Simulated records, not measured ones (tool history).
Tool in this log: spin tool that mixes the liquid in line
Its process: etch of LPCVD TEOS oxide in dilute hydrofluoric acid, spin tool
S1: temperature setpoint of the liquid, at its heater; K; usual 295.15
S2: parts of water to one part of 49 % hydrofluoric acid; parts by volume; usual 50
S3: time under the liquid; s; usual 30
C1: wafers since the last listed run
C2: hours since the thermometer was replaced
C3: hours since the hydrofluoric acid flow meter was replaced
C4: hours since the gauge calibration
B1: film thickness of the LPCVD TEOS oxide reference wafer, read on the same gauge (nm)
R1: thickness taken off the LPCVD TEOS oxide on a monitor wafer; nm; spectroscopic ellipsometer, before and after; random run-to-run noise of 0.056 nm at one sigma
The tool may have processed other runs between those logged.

Run 1, hour 0.0: usual settings; C1 0; C2 581.9; C3 1300.5; C4 139.4; B1 40.00. Result: R1 18.67 nm.
Run 2, hour 32.2: usual settings; C1 469; C2 614.1; C3 1332.7; C4 171.6; B1 39.96. Result: R1 18.70 nm.
Run 3, hour 62.7: usual settings; C1 444; C2 644.6; C3 1363.2; C4 202.1; B1 39.98. Result: R1 18.74 nm.
Run 4, hour 91.5: usual settings but S3 40 s; C1 419; C2 673.4; C3 1392.0; C4 230.9; B1 40.01. Result: R1 24.98 nm.
Run 5, hour 168.7: usual settings but S3 40 s; C1 1125; C2 750.6; C3 1469.2; C4 308.1; B1 40.03. Result: R1 24.93 nm.
At hour 195.7: gauge calibrated.
Run 6, hour 247.7: usual settings but S3 40 s; C1 1151; C2 829.6; C3 1548.2; C4 52.0; B1 40.02. Result: R1 25.06 nm.
Run 7, hour 341.1: usual settings but S1 291.65 K; C1 1361; C2 923.0; C3 1641.6; C4 145.4; B1 40.02. Result: R1 16.28 nm.
Run 8, hour 370.7: usual settings but S1 291.65 K; C1 431; C2 952.6; C3 1671.2; C4 175.0; B1 39.98. Result: R1 16.37 nm.
Run 9, hour 389.7: usual settings; C1 276; C2 971.6; C3 1690.2; C4 194.0; B1 39.99. Result: R1 19.00 nm.
Run 10, hour 403.8: usual settings but S1 297.15 K; C1 205; C2 985.7; C3 1704.3; C4 208.1; B1 40.04. Result: R1 20.69 nm.
At hour 428.5: hydrofluoric acid flow meter replaced.
Run 11, hour 435.9: usual settings; C1 453; C2 1017.8; C3 7.4; C4 240.2; B1 40.02. Result: R1 17.56 nm.
Run 12, hour 464.5: usual settings but S1 299.65 K, S2 65 parts by volume, S3 15 s; C1 416; C2 1046.4; C3 36.0; C4 268.8; B1 40.02. Result: R1 7.96 nm.
Run 13, hour 490.3: usual settings; C1 376; C2 1072.2; C3 61.8; C4 294.6; B1 40.01. Result: R1 17.50 nm.
At hour 492.2: thermometer replaced.
At hour 496.5: gauge calibrated.
Run 14, hour 503.8: usual settings but S1 291.15 K, S2 60 parts by volume, S3 15 s; C1 182; C2 11.6; C3 75.3; C4 7.3; B1 40.03. Result: R1 6.10 nm.
Run 15, hour 530.9: usual settings but S1 293.65 K, S2 30 parts by volume, S3 15 s; C1 395; C2 38.7; C3 102.4; C4 34.4; B1 40.03. Result: R1 14.14 nm.
Run 16, hour 558.9: usual settings; C1 408; C2 66.7; C3 130.4; C4 62.4; B1 39.99. Result: R1 17.59 nm.
Run 17, hour 584.5: usual settings but S2 55 parts by volume; C1 373; C2 92.3; C3 156.0; C4 88.0; B1 40.01. Result: R1 15.95 nm.
Run 18, hour 613.0: usual settings but S3 50 s; C1 415; C2 120.8; C3 184.5; C4 116.5; B1 40.01. Result: R1 29.65 nm.
Run 19, hour 633.5: usual settings; C1 298; C2 141.3; C3 205.0; C4 137.0; B1 39.99. Result: R1 17.69 nm.

What differs in the tool's unlogged condition from the final listed run ahead of each entry between runs to the first listed run following it?
In the gap between runs 5 and 6: gauge calibrated (hour 195.7)
  hydrofluoric acid flow above the setpoint (%): 7.49 -> 7.84
  measured result minus the result with no hidden state, R1: +1.84 -> +1.93 nm
In the gap between runs 10 and 11: hydrofluoric acid flow meter replaced (hour 428.5)
  hydrofluoric acid flow above the setpoint (%): 8.52 -> 0.652
  measured result minus the result with no hidden state, R1: +1.72 -> +0.11 nm
In the gap between runs 13 and 14: thermometer replaced (hour 492.2); gauge calibrated (hour 496.5)
  hydrofluoric acid flow above the setpoint (%): 0.891 -> 0.95
  measured result minus the result with no hidden state, R1: +0.17 -> +0.06 nm
